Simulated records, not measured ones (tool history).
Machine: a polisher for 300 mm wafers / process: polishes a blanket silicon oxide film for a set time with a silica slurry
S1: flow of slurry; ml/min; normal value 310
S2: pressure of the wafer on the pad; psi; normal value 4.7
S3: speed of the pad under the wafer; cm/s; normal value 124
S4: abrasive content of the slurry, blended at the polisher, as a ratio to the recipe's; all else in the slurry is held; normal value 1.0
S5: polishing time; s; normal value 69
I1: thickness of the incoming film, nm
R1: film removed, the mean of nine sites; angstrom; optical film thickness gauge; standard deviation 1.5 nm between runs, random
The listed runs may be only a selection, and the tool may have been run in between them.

run 1 hour=0.0 | S1=310 S2=4.7 S3=124 S4=0.8 S5=69 | I1=1389.7 | R1=2509
run 2 hour=20.4 | S1=310 S2=3.7 S3=124 S4=0.9 S5=69 | I1=1362.9 | R1=2037
-- hour=35.5 slurry nozzle cleaned
run 3 hour=44.5 | S1=310 S2=4.7 S3=124 S4=1.0 S5=69 | I1=1381.8 | R1=2726
-- hour=46.6 head pressure recalibrated
run 4 hour=68.8 | S1=310 S2=4.7 S3=112 S4=1.0 S5=88 | I1=1378.8 | R1=2936
run 5 hour=126.9 | S1=285 S2=4.7 S3=124 S4=1.0 S5=69 | I1=1380.8 | R1=2479
-- hour=131.3 worn pad replaced by a new one
run 6 hour=147.6 | S1=310 S2=5.8 S3=164 S4=1.0 S5=51 | I1=1395.1 | R1=2812
-- hour=164.4 slurry blender recalibrated
run 7 hour=164.9 | S1=205 S2=4.7 S3=124 S4=1.0 S5=69 | I1=1369.2 | R1=2353
-- hour=180.9 conditioning disc replaced and pad reconditioned
run 8 hour=198.4 | S1=310 S2=5.6 S3=124 S4=1.1 S5=69 | I1=1366.8 | R1=3033
run 9 hour=218.0 | S1=350 S2=4.7 S3=124 S4=1.0 S5=69 | I1=1364.6 | R1=2466
run 10 hour=240.7 | S1=310 S2=3.4 S3=136 S4=1.1 S5=69 | I1=1379.9 | R1=1972
run 11 hour=258.7 | S1=310 S2=4.7 S3=124 S4=1.0 S5=69 | I1=1362.6 | R1=2481
run 12 hour=290.8 | S1=280 S2=5.2 S3=124 S4=1.0 S5=69 | I1=1392.0 | R1=2720
run 13 hour=314.7 | S1=240 S2=3.4 S3=124 S4=1.2 S5=69 | I1=1359.0 | R1=1857
-- hour=340.8 worn pad replaced by a new one
run 14 hour=341.3 | S1=310 S2=4.7 S3=124 S4=1.0 S5=69 | I1=1384.5 | R1=2474
run 15 hour=367.2 | S1=245 S2=4.7 S3=92 S4=1.0 S5=57 | I1=1372.9 | R1=1574
-- hour=390.6 conditioning disc replaced and pad reconditioned
run 16 hour=391.0 | S1=310 S2=5.3 S3=80 S4=1.0 S5=81 | I1=1350.3 | R1=2327
-- hour=410.6 slurry blender recalibrated
run 17 hour=411.1 | S1=310 S2=4.7 S3=124 S4=1.0 S5=69 | I1=1382.0 | R1=2462

For run 18, what comes out?
run 18 hour=438.1 | S1=395 S2=5.6 S3=86 S4=1.0 S5=69 | I1=1373.7 | R1=?

{"run 18": {"R1": 2247}}
Without the tool's hidden state the same run would have given R1 2248 angstrom.
